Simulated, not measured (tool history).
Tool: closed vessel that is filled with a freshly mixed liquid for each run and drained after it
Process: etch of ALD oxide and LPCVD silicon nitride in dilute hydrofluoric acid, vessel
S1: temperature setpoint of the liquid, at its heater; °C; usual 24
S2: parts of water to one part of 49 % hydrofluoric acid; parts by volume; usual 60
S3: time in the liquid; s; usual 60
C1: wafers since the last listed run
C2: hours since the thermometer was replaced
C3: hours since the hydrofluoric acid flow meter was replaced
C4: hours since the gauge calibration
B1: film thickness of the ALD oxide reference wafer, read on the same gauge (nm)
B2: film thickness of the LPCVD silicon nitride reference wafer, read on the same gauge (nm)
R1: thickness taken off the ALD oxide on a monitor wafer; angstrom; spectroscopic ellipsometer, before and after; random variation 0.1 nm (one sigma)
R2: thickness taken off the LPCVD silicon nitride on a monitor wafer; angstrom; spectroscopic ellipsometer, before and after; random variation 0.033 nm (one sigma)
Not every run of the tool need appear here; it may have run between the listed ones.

run 1 day=0 | S1=24 S2=60 S3=60 | C1=0 C2=187.1 C3=784.1 C4=1298.1 | B1=79.98 B2=59.981 | R1=192.1 R2=4.83
run 2 day=2.771 | S1=24 S2=60 S3=60 | C1=9278 C2=253.6 C3=850.6 C4=1364.6 | B1=80.01 B2=59.976 | R1=191.9 R2=5.03
run 3 day=6.396 | S1=24 S2=75 S3=60 | C1=12139 C2=340.6 C3=937.6 C4=1451.6 | B1=80 B2=60.02 | R1=149.6 R2=3.46
run 4 day=9.954 | S1=24 S2=75 S3=60 | C1=11916 C2=426 C3=1023 C4=1537 | B1=80.01 B2=59.978 | R1=149.7 R2=4.32
run 5 day=14.3 | S1=22.5 S2=40 S3=60 | C1=14553 C2=530.3 C3=1127.3 C4=1641.3 | B1=80 B2=59.99 | R1=276.6 R2=6.62
run 6 day=18.65 | S1=22.5 S2=40 S3=60 | C1=14567 C2=634.7 C3=1231.7 C4=1745.7 | B1=80 B2=59.984 | R1=273.3 R2=7.08
run 7 day=21.35 | S1=22.5 S2=40 S3=60 | C1=9041 C2=699.5 C3=1296.5 C4=1810.5 | B1=80.01 B2=59.995 | R1=277.6 R2=7.1
run 8 day=24.683 | S1=24 S2=60 S3=60 | C1=11162 C2=779.5 C3=1376.5 C4=1890.5 | B1=80.02 B2=60 | R1=189.6 R2=4.8
-- day=25.242 gauge calibrated
run 9 day=26.404 | S1=24 S2=60 S3=60 | C1=5762 C2=820.8 C3=1417.8 C4=27.9 | B1=80.01 B2=60.023 | R1=190 R2=5.23
run 10 day=29.754 | S1=24 S2=60 S3=60 | C1=11218 C2=901.2 C3=1498.2 C4=108.3 | B1=79.98 B2=59.994 | R1=191.4 R2=5.67
run 11 day=31.317 | S1=24 S2=60 S3=60 | C1=5232 C2=938.7 C3=1535.7 C4=145.8 | B1=80.02 B2=60.008 | R1=190.9 R2=5.1
run 12 day=33.025 | S1=22.5 S2=40 S3=60 | C1=5720 C2=979.7 C3=1576.7 C4=186.8 | B1=80 B2=60.001 | R1=275 R2=7.13
run 13 day=36.329 | S1=20.5 S2=35 S3=45 | C1=11064 C2=1059 C3=1656 C4=266.1 | B1=79.99 B2=60.009 | R1=221 R2=5.08
-- day=36.767 hydrofluoric acid flow meter replaced
run 14 day=39.283 | S1=20.5 S2=35 S3=45 | C1=9753 C2=1129.9 C3=60.4 C4=337 | B1=80.02 B2=60.008 | R1=218.3 R2=4.51
run 15 day=42.821 | S1=24 S2=60 S3=90 | C1=11846 C2=1214.8 C3=145.3 C4=421.9 | B1=80 B2=60.02 | R1=287.5 R2=7.37
-- day=49.067 thermometer replaced
run 16 day=53.454 | S1=26 S2=40 S3=95 | C1=35469 C2=105.3 C3=400.5 C4=677.1 | B1=80 B2=60.012 | R1=502.5 R2=15.12
run 17 day=57.054 | S1=19 S2=70 S3=80 | C1=12055 C2=191.7 C3=486.9 C4=763.5 | B1=80.01 B2=60.018 | R1=177.3 R2=4.31
run 18 day=59.792 | S1=24 S2=60 S3=60 | C1=9167 C2=257.4 C3=552.6 C4=829.2 | B1=80 B2=60.008 | R1=191.1 R2=5.13
run 19 day=63.458 | S1=21 S2=40 S3=80 | C1=12278 C2=345.4 C3=640.6 C4=917.2 | B1=80 B2=60.014 | R1=346 R2=7.24
run 20 day=66.996 | S1=19.5 S2=70 S3=60 | C1=11846 C2=430.3 C3=725.5 C4=1002.1 | B1=80 B2=59.997 | R1=134.2 R2=3.36
run 21 day=71.104 | S1=24 S2=60 S3=35 | C1=13757 C2=528.9 C3=824.1 C4=1100.7 | B1=79.97 B2=59.979 | R1=110.7 R2=3
run 22 day=74.45 | S1=24 S2=60 S3=40 | C1=11204 C2=609.2 C3=904.4 C4=1181 | B1=79.99 B2=59.988 | R1=127.7 R2=3.47

What was the tool's hidden state at every run in the log?
liquid hotter than its thermometer reads (K): 0 on each run
hydrofluoric acid flow above the setpoint (%): 0 on each run
gauge reads high (%): 0 on each run
